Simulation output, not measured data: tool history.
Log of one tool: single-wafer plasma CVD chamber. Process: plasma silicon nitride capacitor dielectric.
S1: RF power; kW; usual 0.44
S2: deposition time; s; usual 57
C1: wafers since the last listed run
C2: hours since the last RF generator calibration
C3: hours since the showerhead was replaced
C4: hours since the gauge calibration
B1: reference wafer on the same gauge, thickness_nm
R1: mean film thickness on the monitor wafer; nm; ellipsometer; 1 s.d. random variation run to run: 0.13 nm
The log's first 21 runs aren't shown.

run   hour     S1    S2    C1     C2     C3     C4      B1      R1
 22  260.2   0.44    57   369   57.4   66.2   99.2  79.282  86.551
 23  267.5   0.49    57   198   64.7   73.5  106.5   79.31   90.29
 24  284.5  0.475  49.9   462   81.7   90.5  123.5   79.27  77.887
 25  295.2   0.36    65   290   92.4  101.2  134.2  79.349  91.172
 26  333.5  0.395  54.1  1041  130.7  139.5  172.5  79.347  78.868
 27  360.3  0.505  46.3   728  157.5  166.3  199.3   79.32  73.887
 28  375.2    0.4  52.8   405  172.4  181.2  214.2  79.363  77.276
 29  390.7  0.405    49   421  187.9  196.7  229.7  79.349  71.972
 30  399.8   0.44    57   247    197  205.8  238.8  79.277  86.513
 31  409.7  0.385  47.8   269  206.9  215.7  248.7  79.311   68.89
 32  420.5   0.44    57   293  217.7  226.5  259.5  79.338  86.392
 33  429.3  0.355  50.5   239  226.5  235.3  268.3  79.335  70.467
 34  436.2   0.44  47.8   187  233.4  242.2  275.2  79.309  72.529
 35  443.3   0.44    57   193  240.5  249.3  282.3  79.256    86.4
 36  472.4  0.465  53.5   791  269.6  278.4  311.4  79.286   82.81

5 options for the next run, each taken on its own from the tool as it stands now. Forecast them:
  A  472.8   0.51    57  10  270  278.8  311.8   ?   ?
  B  472.8  0.365  64.7  10  270  278.8  311.8   ?   ?
  C  472.8   0.44  63.8  10  270  278.8  311.8   ?   ?
  D  472.8  0.385  64.5  10  270  278.8  311.8   ?   ?
  E  472.8   0.37  51.1  10  270  278.8  311.8   ?   ?

run      B1      R1
  A  79.294  91.298
  B  79.294  91.162
  C  79.294  96.708
  D  79.294  92.836
  E  79.294  72.394
Stripped of hidden state, with their random variation kept, the same runs would have yielded:
run      R1
  A  91.456
  B   91.32
  C  96.876
  D  92.997
  E   72.52
